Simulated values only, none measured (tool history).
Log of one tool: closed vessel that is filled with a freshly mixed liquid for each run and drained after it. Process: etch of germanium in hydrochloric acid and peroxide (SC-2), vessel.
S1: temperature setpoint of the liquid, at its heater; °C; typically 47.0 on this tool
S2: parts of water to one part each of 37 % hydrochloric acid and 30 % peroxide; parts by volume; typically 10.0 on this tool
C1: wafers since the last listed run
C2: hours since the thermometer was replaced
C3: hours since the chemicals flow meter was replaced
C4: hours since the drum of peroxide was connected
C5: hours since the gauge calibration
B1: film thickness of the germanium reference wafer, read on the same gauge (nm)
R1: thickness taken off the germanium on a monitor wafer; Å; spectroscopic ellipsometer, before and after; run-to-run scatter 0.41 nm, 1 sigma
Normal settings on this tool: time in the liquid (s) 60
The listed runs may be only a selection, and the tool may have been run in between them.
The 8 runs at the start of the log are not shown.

At hour 220.1: chemicals flow meter replaced.
Run 9, hour 221.3: usual settings; C1 2964; C2 1519.6; C3 1.2; C4 263.5; C5 142.8; B1 108.37. Result: R1 916.0 Å.
Run 10, hour 235.7: usual settings but S1 38.0 °C, S2 8.0 parts by volume, time in the liquid (s) 85; C1 1350; C2 1534.0; C3 15.6; C4 277.9; C5 157.2; B1 108.25. Result: R1 972.5 Å.
Run 11, hour 261.6: usual settings; C1 2429; C2 1559.9; C3 41.5; C4 303.8; C5 183.1; B1 108.06. Result: R1 913.4 Å.
Run 12, hour 285.6: usual settings; C1 2251; C2 1583.9; C3 65.5; C4 327.8; C5 207.1; B1 107.90. Result: R1 918.1 Å.
Run 13, hour 313.7: usual settings but S1 37.5 °C, S2 11.5 parts by volume; C1 2636; C2 1612.0; C3 93.6; C4 355.9; C5 235.2; B1 107.75. Result: R1 657.7 Å.
Run 14, hour 339.4: usual settings but S1 52.0 °C, S2 12.5 parts by volume, time in the liquid (s) 35; C1 2410; C2 1637.7; C3 119.3; C4 381.6; C5 260.9; B1 107.59. Result: R1 614.0 Å.
Run 15, hour 358.2: usual settings but S1 51.0 °C, S2 7.5 parts by volume; C1 1763; C2 1656.5; C3 138.1; C4 400.4; C5 279.7; B1 107.52. Result: R1 1053.3 Å.
At hour 370.4: thermometer replaced.
Run 16, hour 379.6: usual settings but S1 51.5 °C, S2 14.0 parts by volume, time in the liquid (s) 50; C1 1913; C2 9.2; C3 159.5; C4 421.8; C5 301.1; B1 107.40. Result: R1 834.5 Å.
Run 17, hour 393.2: usual settings but S1 53.0 °C, time in the liquid (s) 75; C1 1275; C2 22.8; C3 173.1; C4 435.4; C5 314.7; B1 107.33. Result: R1 1375.0 Å.
Run 18, hour 418.0: usual settings; C1 2326; C2 47.6; C3 197.9; C4 460.2; C5 339.5; B1 107.22. Result: R1 908.2 Å.
Run 19, hour 442.6: usual settings but S1 52.5 °C, S2 5.5 parts by volume, time in the liquid (s) 85; C1 2307; C2 72.2; C3 222.5; C4 484.8; C5 364.1; B1 107.14. Result: R1 1597.6 Å.
Run 20, hour 466.8: usual settings but S1 52.0 °C, time in the liquid (s) 80; C1 2270; C2 96.4; C3 246.7; C4 509.0; C5 388.3; B1 107.03. Result: R1 1420.8 Å.
Run 21, hour 497.6: usual settings; C1 2889; C2 127.2; C3 277.5; C4 539.8; C5 419.1; B1 106.92. Result: R1 909.7 Å.
Run 22, hour 522.8: usual settings but S1 57.0 °C, S2 11.5 parts by volume; C1 2364; C2 152.4; C3 302.7; C4 565.0; C5 444.3; B1 106.83. Result: R1 1211.2 Å.
Run 23, hour 553.7: usual settings but S1 57.0 °C, S2 13.5 parts by volume, time in the liquid (s) 80; C1 2898; C2 183.3; C3 333.6; C4 595.9; C5 475.2; B1 106.79. Result: R1 1579.0 Å.
Run 24, hour 568.4: usual settings but S1 50.5 °C, S2 15.0 parts by volume; C1 1379; C2 198.0; C3 348.3; C4 610.6; C5 489.9; B1 106.76. Result: R1 964.2 Å.
Run 25, hour 583.8: usual settings; C1 1444; C2 213.4; C3 363.7; C4 626.0; C5 505.3; B1 106.71. Result: R1 900.9 Å.
Run 26, hour 606.1: usual settings but S1 52.0 °C, S2 8.5 parts by volume; C1 2091; C2 235.7; C3 386.0; C4 648.3; C5 527.6; B1 106.67. Result: R1 1071.4 Å.
Run 27, hour 634.8: usual settings but S1 56.5 °C, S2 13.5 parts by volume, time in the liquid (s) 50; C1 2692; C2 264.4; C3 414.7; C4 677.0; C5 556.3; B1 106.59. Result: R1 979.6 Å.
Run 28, hour 661.7: usual settings; C1 2523; C2 291.3; C3 441.6; C4 703.9; C5 583.2; B1 106.54. Result: R1 907.3 Å.
Run 29, hour 680.8: usual settings; C1 1791; C2 310.4; C3 460.7; C4 723.0; C5 602.3; B1 106.49. Result: R1 904.3 Å.
Run 30, hour 710.5: usual settings but S2 11.5 parts by volume, time in the liquid (s) 70; C1 2786; C2 340.1; C3 490.4; C4 752.7; C5 632.0; B1 106.46. Result: R1 1040.9 Å.
Run 31, hour 732.1: usual settings but S1 37.5 °C, S2 5.5 parts by volume, time in the liquid (s) 30; C1 2026; C2 361.7; C3 512.0; C4 774.3; C5 653.6; B1 106.38. Result: R1 336.7 Å.

Predict each of these 3 candidate next runs independently; none follows another, all start after run 31:
Run A, hour 732.8: usual settings; C1 65; C2 362.4; C3 512.7; C4 775.0; C5 654.3; B1 ?. Result: R1 ?.
Run B, hour 732.8: usual settings but S2 14.0 parts by volume, time in the liquid (s) 90; C1 65; C2 362.4; C3 512.7; C4 775.0; C5 654.3; B1 ?. Result: R1 ?.
Run C, hour 732.8: usual settings but S1 42.5 °C; C1 65; C2 362.4; C3 512.7; C4 775.0; C5 654.3; B1 ?. Result: R1 ?.

run      B1      R1
  A  106.44   903.3
  B  106.44  1304.8
  C  106.44   780.0
Had the tool no hidden state, the same runs would have come out as:
run      R1
  A   933.7
  B  1348.7
  C   806.2
